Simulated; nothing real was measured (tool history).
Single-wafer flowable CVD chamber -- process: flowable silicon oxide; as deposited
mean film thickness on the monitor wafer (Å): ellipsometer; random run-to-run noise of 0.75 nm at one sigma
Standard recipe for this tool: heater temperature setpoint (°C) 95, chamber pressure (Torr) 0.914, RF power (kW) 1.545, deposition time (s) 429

run   hour  heater temperature setpoint (°C)  chamber pressure (Torr)  RF power (kW)  deposition time (s)  wafers since the last listed run  hours since the last thermocouple change  hours since the last RF generator calibration  hours since the last manometer calibration  hours since the showerhead was replaced  hours since the gauge calibration  read-back reference wafer on the same gauge, thickness_nm  mean film thickness on the monitor wafer (Å)
  1      0                                95                    0.831          1.545                  429                                 0                                      25.4                                           24.6                                         105                                   2602.7                              586.3                                                    300.192                                       2753.79
  2   22.3                                95                    0.914          1.545                  429                                65                                      47.7                                           46.9                                       127.3                                     2625                              608.6                                                    300.106                                       3045.26
  3   39.1                                95                    0.914          1.545                  429                                49                                      64.5                                           63.7                                       144.1                                   2641.8                              625.4                                                     299.86                                       3033.97
  4   59.9                                95                    0.914          1.545                  429                                61                                      85.3                                           84.5                                       164.9                                   2662.6                              646.2                                                     299.98                                       3039.78
  5   94.8                                95                    1.027          1.545                  512                               102                                     120.2                                          119.4                                       199.8                                   2697.5                              681.1                                                    300.045                                       4081.61
  6  119.7                                95                    0.914           1.72                  429                                73                                     145.1                                          144.3                                       224.7                                   2722.4                                706                                                    299.786                                       3132.13
  7  138.6                                87                    1.011           1.33                  429                                55                                       164                                          163.2                                       243.6                                   2741.3                              724.9                                                     300.15                                       4199.91
  8  172.5                                95                    0.914          1.545                  429                                99                                     197.9                                          197.1                                       277.5                                   2775.2                              758.8                                                     299.77                                       3021.46
  9  185.1                                84                    0.707           1.45                  360                                37                                     210.5                                          209.7                                       290.1                                   2787.8                              771.4                                                    299.588                                       2799.08
 10    205                                95                    0.914          1.545                  429                                58                                     230.4                                          229.6                                         310                                   2807.7                              791.3                                                    300.281                                       3024.07
 11  276.7                                95                    0.914          1.545                  429                               210                                     302.1                                          301.3                                       381.7                                   2879.4                                863                                                    300.105                                       3012.39
     285.9  -- gauge calibrated
 12  303.2                               106                    0.982           1.27                  472                                77                                     328.6                                          327.8                                       408.2                                   2905.9                               17.3                                                    299.661                                       2127.42
 13  315.6                               109                     0.98           1.42                  455                                36                                       341                                          340.2                                       420.6                                   2918.3                               29.7                                                    299.804                                       1942.02
 14    344                                95                    0.981          1.545                  429                                83                                     369.4                                          368.6                                         449                                   2946.7                               58.1                                                    299.829                                       3216.67
     357.7  -- showerhead replaced
 15  360.6                               101                    0.764          1.665                  370                                25                                       386                                          385.2                                       465.6                                      2.9                               74.7                                                    300.026                                       1751.98
 16    387                                91                    1.107          1.545                  429                                77                                     412.4                                          411.6                                         492                                     29.3                              101.1                                                    299.806                                       4188.95
 17  401.9                                95                    0.841          1.545                  484                                43                                     427.3                                          426.5                                       506.9                                     44.2                                116                                                    300.152                                       3099.35
 18  423.6                                95                    0.914          1.545                  429                                63                                       449                                          448.2                                       528.6                                     65.9                              137.7                                                    299.587                                       2985.94
 19  498.8                               101                    0.764          1.665                  370                               221                                     524.2                                          523.4                                       603.8                                    141.1                              212.9                                                    300.156                                       1742.34
 20  512.6                                95                    0.914          1.545                  407                                40                                       538                                          537.2                                       617.6                                    154.9                              226.7                                                    300.016                                       2807.25
 21  545.1                               106                    0.914          1.545                  429                                95                                     570.5                                          569.7                                       650.1                                    187.4                              259.2                                                     300.17                                       1954.39
 22  560.9                                95                    0.758          1.545                  429                                46                                     586.3                                          585.5                                       665.9                                    203.2                                275                                                    299.934                                       2445.93
 23  587.2                                95                    0.914          1.545                  429                                77                                     612.6                                          611.8                                       692.2                                    229.5                              301.3                                                    300.284                                       2959.93
 24  599.6                               104                    0.827           1.27                  500                                36                                       625                                          624.2                                       704.6                                    241.9                              313.7                                                    299.983                                       2008.49
 25  620.3                               108                    1.042           1.33                  429                                60                                     645.7                                          644.9                                       725.3                                    262.6                              334.4                                                     300.01                                       1930.04
 26  654.1                               100                    0.914          1.545                  453                                99                                     679.5                                          678.7                                       759.1                                    296.4                              368.2                                                    300.022                                       2576.92
 27  669.7                                89                    0.686          1.725                  429                                45                                     695.1                                          694.3                                       774.7                                      312                              383.8                                                    299.935                                       2844.37

Predict each of these 5 candidate next runs independently; none follows another, all start after run 27:
  A  670.2                                95                    0.698          1.545                  429                                 1                                     695.6                                          694.8                                       775.2                                    312.5                              384.3                                                          ?                                             ?
  B  670.2                                91                    0.762            1.8                  429                                 1                                     695.6                                          694.8                                       775.2                                    312.5                              384.3                                                          ?                                             ?
  C  670.2                                95                    1.077          1.335                  429                                 1                                     695.6                                          694.8                                       775.2                                    312.5                              384.3                                                          ?                                             ?
  D  670.2                               108                    0.914          1.545                  429                                 1                                     695.6                                          694.8                                       775.2                                    312.5                              384.3                                                          ?                                             ?
  E  670.2                               101                    0.703           1.67                  505                                 1                                     695.6                                          694.8                                       775.2                                    312.5                              384.3                                                          ?                                             ?

run  read-back reference wafer on the same gauge, thickness_nm  mean film thickness on the monitor wafer (Å)
  A                                                     300.15                                       2225.72
  B                                                     300.15                                       2997.95
  C                                                     300.15                                       3252.28
  D                                                     300.15                                       1800.04
  E                                                     300.15                                       2168.51
Had the tool no hidden state, the same runs would have come out as:
run  mean film thickness on the monitor wafer (Å)
  A                                       2320.16
  B                                       3109.32
  C                                       3388.97
  D                                       1872.81
  E                                       2251.23
